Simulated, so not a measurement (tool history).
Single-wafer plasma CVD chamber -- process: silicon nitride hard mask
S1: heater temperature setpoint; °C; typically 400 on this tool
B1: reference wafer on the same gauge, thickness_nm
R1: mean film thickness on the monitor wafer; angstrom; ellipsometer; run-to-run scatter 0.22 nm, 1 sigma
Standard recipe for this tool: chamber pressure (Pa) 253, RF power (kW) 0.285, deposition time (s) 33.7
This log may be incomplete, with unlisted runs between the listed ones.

{"run": 1, "day": 0.0, "S1": 400, "chamber pressure (Pa)": 253, "RF power (kW)": 0.285, "deposition time (s)": 33.7, "B1": 36.02, "R1": 417.21}
{"run": 2, "day": 2.875, "S1": 400, "chamber pressure (Pa)": 253, "RF power (kW)": 0.285, "deposition time (s)": 33.7, "B1": 35.981, "R1": 418.84}
{"run": 3, "day": 4.633, "S1": 400, "chamber pressure (Pa)": 253, "RF power (kW)": 0.285, "deposition time (s)": 33.7, "B1": 35.966, "R1": 415.99}
{"run": 4, "day": 7.871, "S1": 400, "chamber pressure (Pa)": 253, "RF power (kW)": 0.285, "deposition time (s)": 33.7, "B1": 35.972, "R1": 420.93}
{"run": 5, "day": 12.779, "S1": 400, "chamber pressure (Pa)": 253, "RF power (kW)": 0.285, "deposition time (s)": 33.7, "B1": 35.962, "R1": 417.78}
{"run": 6, "day": 17.25, "S1": 400, "chamber pressure (Pa)": 253, "RF power (kW)": 0.285, "deposition time (s)": 33.7, "B1": 36.033, "R1": 414.83}
{"run": 7, "day": 19.079, "S1": 400, "chamber pressure (Pa)": 253, "RF power (kW)": 0.285, "deposition time (s)": 33.7, "B1": 36.005, "R1": 415.63}
{"day": 23.062, "done": "capacitance manometer re-zeroed and calibrated"}
{"run": 8, "day": 23.083, "S1": 400, "chamber pressure (Pa)": 253, "RF power (kW)": 0.285, "deposition time (s)": 33.7, "B1": 36.004, "R1": 411.73}
{"run": 9, "day": 24.871, "S1": 405, "chamber pressure (Pa)": 253, "RF power (kW)": 0.26, "deposition time (s)": 33.7, "B1": 35.997, "R1": 391.55}
{"run": 10, "day": 27.804, "S1": 407, "chamber pressure (Pa)": 223, "RF power (kW)": 0.23, "deposition time (s)": 38, "B1": 35.99, "R1": 382.28}
{"run": 11, "day": 30.258, "S1": 386, "chamber pressure (Pa)": 253, "RF power (kW)": 0.285, "deposition time (s)": 33.7, "B1": 35.959, "R1": 409.87}
{"day": 32.271, "done": "gauge calibrated"}
{"run": 12, "day": 33.4, "S1": 400, "chamber pressure (Pa)": 253, "RF power (kW)": 0.285, "deposition time (s)": 33.7, "B1": 35.989, "R1": 412.63}
{"run": 13, "day": 37.396, "S1": 400, "chamber pressure (Pa)": 224, "RF power (kW)": 0.26, "deposition time (s)": 33.7, "B1": 36.008, "R1": 362.21}
{"day": 42.121, "done": "capacitance manometer re-zeroed and calibrated, repeated, since the last time left the tool worse"}
{"run": 14, "day": 42.983, "S1": 386, "chamber pressure (Pa)": 200, "RF power (kW)": 0.27, "deposition time (s)": 38.2, "B1": 35.947, "R1": 413.87}
{"run": 15, "day": 52.108, "S1": 400, "chamber pressure (Pa)": 253, "RF power (kW)": 0.285, "deposition time (s)": 33.7, "B1": 35.976, "R1": 428.02}
{"run": 16, "day": 55.1, "S1": 400, "chamber pressure (Pa)": 253, "RF power (kW)": 0.285, "deposition time (s)": 33.7, "B1": 35.938, "R1": 426.81}
{"run": 17, "day": 57.354, "S1": 400, "chamber pressure (Pa)": 253, "RF power (kW)": 0.285, "deposition time (s)": 33.7, "B1": 36.012, "R1": 429.76}
{"run": 18, "day": 59.354, "S1": 395, "chamber pressure (Pa)": 293, "RF power (kW)": 0.32, "deposition time (s)": 36.4, "B1": 36.001, "R1": 520.17}
{"day": 60.825, "done": "thermocouple changed; heater temperature recalibrated"}
{"day": 62.675, "done": "RF generator calibrated"}
{"run": 19, "day": 62.696, "S1": 400, "chamber pressure (Pa)": 253, "RF power (kW)": 0.285, "deposition time (s)": 33.7, "B1": 36.051, "R1": 424.23}
{"day": 66.233, "done": "showerhead replaced"}
{"run": 20, "day": 66.254, "S1": 400, "chamber pressure (Pa)": 253, "RF power (kW)": 0.26, "deposition time (s)": 39.3, "B1": 35.989, "R1": 471.68}
{"run": 21, "day": 69.704, "S1": 400, "chamber pressure (Pa)": 223, "RF power (kW)": 0.27, "deposition time (s)": 33.7, "B1": 35.97, "R1": 382.11}
{"run": 22, "day": 71.25, "S1": 400, "chamber pressure (Pa)": 253, "RF power (kW)": 0.285, "deposition time (s)": 33.7, "B1": 35.988, "R1": 420.03}
{"run": 23, "day": 74.138, "S1": 400, "chamber pressure (Pa)": 232, "RF power (kW)": 0.325, "deposition time (s)": 37.1, "B1": 35.991, "R1": 477.62}
{"run": 24, "day": 76.742, "S1": 400, "chamber pressure (Pa)": 253, "RF power (kW)": 0.26, "deposition time (s)": 33.7, "B1": 36.032, "R1": 404.22}
{"run": 25, "day": 78.65, "S1": 400, "chamber pressure (Pa)": 276, "RF power (kW)": 0.285, "deposition time (s)": 33.7, "B1": 36.018, "R1": 434.1}
{"run": 26, "day": 80.642, "S1": 400, "chamber pressure (Pa)": 253, "RF power (kW)": 0.285, "deposition time (s)": 33.7, "B1": 35.977, "R1": 421.29}
{"run": 27, "day": 84.3, "S1": 386, "chamber pressure (Pa)": 315, "RF power (kW)": 0.285, "deposition time (s)": 33.7, "B1": 35.979, "R1": 461.89}
{"run": 28, "day": 89.621, "S1": 400, "chamber pressure (Pa)": 253, "RF power (kW)": 0.24, "deposition time (s)": 33.7, "B1": 35.994, "R1": 384.8}

Below are 4 alternative next runs, each starting from the tool's condition after run 28. Predict each:
{"run": "A", "day": 89.638, "S1": 400, "chamber pressure (Pa)": 253, "RF power (kW)": 0.285, "deposition time (s)": 33.7, "B1": "?", "R1": "?"}
{"run": "B", "day": 89.638, "S1": 400, "chamber pressure (Pa)": 196, "RF power (kW)": 0.23, "deposition time (s)": 33.7, "B1": "?", "R1": "?"}
{"run": "C", "day": 89.638, "S1": 411, "chamber pressure (Pa)": 253, "RF power (kW)": 0.23, "deposition time (s)": 37.1, "B1": "?", "R1": "?"}
{"run": "D", "day": 89.638, "S1": 414, "chamber pressure (Pa)": 285, "RF power (kW)": 0.285, "deposition time (s)": 36, "B1": "?", "R1": "?"}

run=A B1=35.973 R1=425.81
run=B B1=35.973 R1=328.01
run=C B1=35.973 R1=416.11
run=D B1=35.973 R1=475.88
Without the tool's hidden state the same runs would have given:
run=A R1=434.06
run=B R1=335.59
run=C R1=424.16
run=D R1=484.4
